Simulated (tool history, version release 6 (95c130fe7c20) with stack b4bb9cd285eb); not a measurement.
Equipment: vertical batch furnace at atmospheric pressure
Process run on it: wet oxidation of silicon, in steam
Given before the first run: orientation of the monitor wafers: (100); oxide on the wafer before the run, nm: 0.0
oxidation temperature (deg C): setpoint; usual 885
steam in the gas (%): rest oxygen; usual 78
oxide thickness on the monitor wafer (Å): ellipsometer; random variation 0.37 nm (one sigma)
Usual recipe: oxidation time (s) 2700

| run | hour | oxidation temperature (deg C) | oxidation time (s) | steam in the gas (%) | read-back reference wafer on the same gauge, thickness | oxide thickness on the monitor wafer (Å) |
|---|---|---|---|---|---|---|
| 1 | 0 | 885 | 2700 | 78 | 100.78 | 860.2 |
| 2 | 21.1 | 885 | 2700 | 78 | 100.9 | 859.8 |
| 3 | 33.9 | 885 | 2700 | 78 | 100.85 | 852.7 |
| 4 | 45.1 | 885 | 2700 | 78 | 100.99 | 849.7 |
| 5 | 55.9 | 885 | 2700 | 78 | 100.74 | 858.6 |
| 6 | 67.7 | 885 | 2700 | 78 | 100.82 | 853.9 |
| 7 | 88.4 | 885 | 2700 | 78 | 100.84 | 855.1 |
| 8 | 107.8 | 885 | 2250 | 78 | 100.74 | 716.8 |
| 9 | 122.4 | 885 | 2250 | 78 | 100.97 | 713.3 |
| 10 | 135.8 | 885 | 2700 | 78 | 101.08 | 849.2 |
| 11 | 149.4 | 885 | 2700 | 78 | 100.87 | 843.6 |
| 12 | 157.2 | 866 | 2700 | 78 | 100.99 | 619 |
| 13 | 171.9 | 866 | 2700 | 78 | 101.04 | 614 |
|  | 206.1 | thermocouples replaced and temperature profile calibrated |
|  | 211.6 | steam generator serviced |
| 14 | 212.1 | 868 | 3510 | 78 | 100.64 | 868.5 |
| 15 | 217.3 | 885 | 2700 | 78 | 101.02 | 893.9 |
| 16 | 222.5 | 885 | 2700 | 78 | 100.97 | 902.1 |
| 17 | 233.9 | 885 | 2700 | 78 | 100.76 | 902.4 |
| 18 | 246.4 | 885 | 2700 | 78 | 101.07 | 903.7 |
| 19 | 260.6 | 900 | 1500 | 78 | 100.83 | 657.5 |
| 20 | 278 | 892 | 2250 | 66 | 100.84 | 722.9 |
| 21 | 287 | 870 | 2280 | 83 | 100.94 | 636.9 |
| 22 | 297.2 | 885 | 2700 | 78 | 101.06 | 901.9 |
| 23 | 314.3 | 878 | 2700 | 81 | 101.07 | 827.3 |
| 24 | 328.7 | 907 | 2700 | 78 | 101.07 | 1262.1 |
| 25 | 339 | 892 | 1890 | 78 | 101 | 717.2 |
|  | 348.9 | gauge calibrated |
| 26 | 358.5 | 885 | 1560 | 78 | 100.79 | 533 |
| 27 | 366.7 | 897 | 3780 | 68 | 100.68 | 1315 |
| 28 | 377.5 | 899 | 2700 | 69 | 101.03 | 1004.3 |
| 29 | 393.8 | 885 | 2700 | 78 | 100.9 | 903.9 |
| 30 | 414 | 885 | 2700 | 78 | 100.92 | 901.6 |
| 31 | 436.1 | 885 | 2700 | 78 | 100.96 | 899.9 |
| 32 | 444.2 | 870 | 1470 | 78 | 101.01 | 385.6 |
| 33 | 465.3 | 870 | 2280 | 83 | 100.87 | 632.6 |
| 34 | 481.8 | 863 | 2700 | 78 | 100.93 | 619.8 |

What will run 35 give?
| 35 | 490.2 | 885 | 2700 | 78 | ? | ? |

{"run 35": {"read-back reference wafer on the same gauge, thickness": 100.9, "oxide thickness on the monitor wafer (Å)": 897.9}}
If the tool had no hidden condition, the same run with the same run-to-run variation would have returned oxide thickness on the monitor wafer (Å) 903.3.
